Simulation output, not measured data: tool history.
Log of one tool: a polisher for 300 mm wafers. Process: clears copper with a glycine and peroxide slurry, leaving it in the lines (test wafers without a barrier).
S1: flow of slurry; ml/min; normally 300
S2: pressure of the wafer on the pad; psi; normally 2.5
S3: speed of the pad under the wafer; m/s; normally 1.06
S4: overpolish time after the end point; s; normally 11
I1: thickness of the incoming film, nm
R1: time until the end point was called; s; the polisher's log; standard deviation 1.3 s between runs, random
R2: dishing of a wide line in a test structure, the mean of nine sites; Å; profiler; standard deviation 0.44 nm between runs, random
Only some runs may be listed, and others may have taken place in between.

run,hour,S1,S2,S3,S4,I1,R1,R2
1,0,300,2.5,1.06,11,478.8,106.9,329
2,13.1,300,2.5,1.06,11,485.9,114.5,322
3,21.4,300,2.5,1.06,11,485,116.2,313
4,30.6,300,2.5,1.06,11,471.8,112.1,310
5,42.5,300,3,1.06,11,474.3,102,342
# hour 51.9: worn pad replaced by a new one
6,57.3,300,3,1.06,11,485,93,374
7,71.4,275,2.5,1.06,16,476,111.5,453
8,80.1,275,2.5,1.06,16,481.3,114.8,437
9,88.5,275,2.5,1.06,16,481.6,116.1,424
# hour 120.7: worn pad replaced by a new one
10,125.9,300,2.5,1.06,11,480.6,102.8,338
11,135.7,300,2.5,1.06,11,477.9,107.3,337
12,145.1,250,2,1.06,6,487.1,129,165
# hour 151.9: head pressure recalibrated
13,160.2,240,3,1.18,11,477,94.2,365
14,172,300,2.5,1.06,11,480.8,114.2,311
15,179.7,210,3,1.06,7,481,106.4,216
16,190.7,300,2.5,1.06,11,484.3,116.9,305
# hour 204.3: worn pad replaced by a new one
17,204.8,300,2.5,1.06,11,488,105.4,341
18,219.9,380,2.5,1.34,15,475.1,87.9,508
19,230.8,375,2.1,1.36,9,475.4,95.9,295
# hour 237.8: slurry nozzle cleaned
20,240.8,300,2.5,1.06,11,482.3,117.2,313
# hour 279.8: worn pad replaced by a new one
21,288,235,2.5,1.26,11,479.7,95.3,376
22,305.9,335,1.7,0.7,14,478.5,185.7,253

5 options for the next run, each taken on its own from the tool as it stands now. Forecast them:
A,306.4,300,2.5,1.06,8,469,?,?
B,306.4,300,2.3,0.8,13,469,?,?
C,306.4,240,2.5,1.32,14,469,?,?
D,306.4,300,1.6,0.82,9,469,?,?
E,306.4,300,2.5,1.32,7,469,?,?

run,R1,R2
A,109.2,243
B,142.7,298
C,93.3,460
D,166.4,183
E,91,254
Take away the tool's hidden state, keep each run's random variation, and the runs would have read:
run,R1,R2
A,98.8,267
B,129.1,326
C,84.4,501
D,150.5,201
E,82.3,278
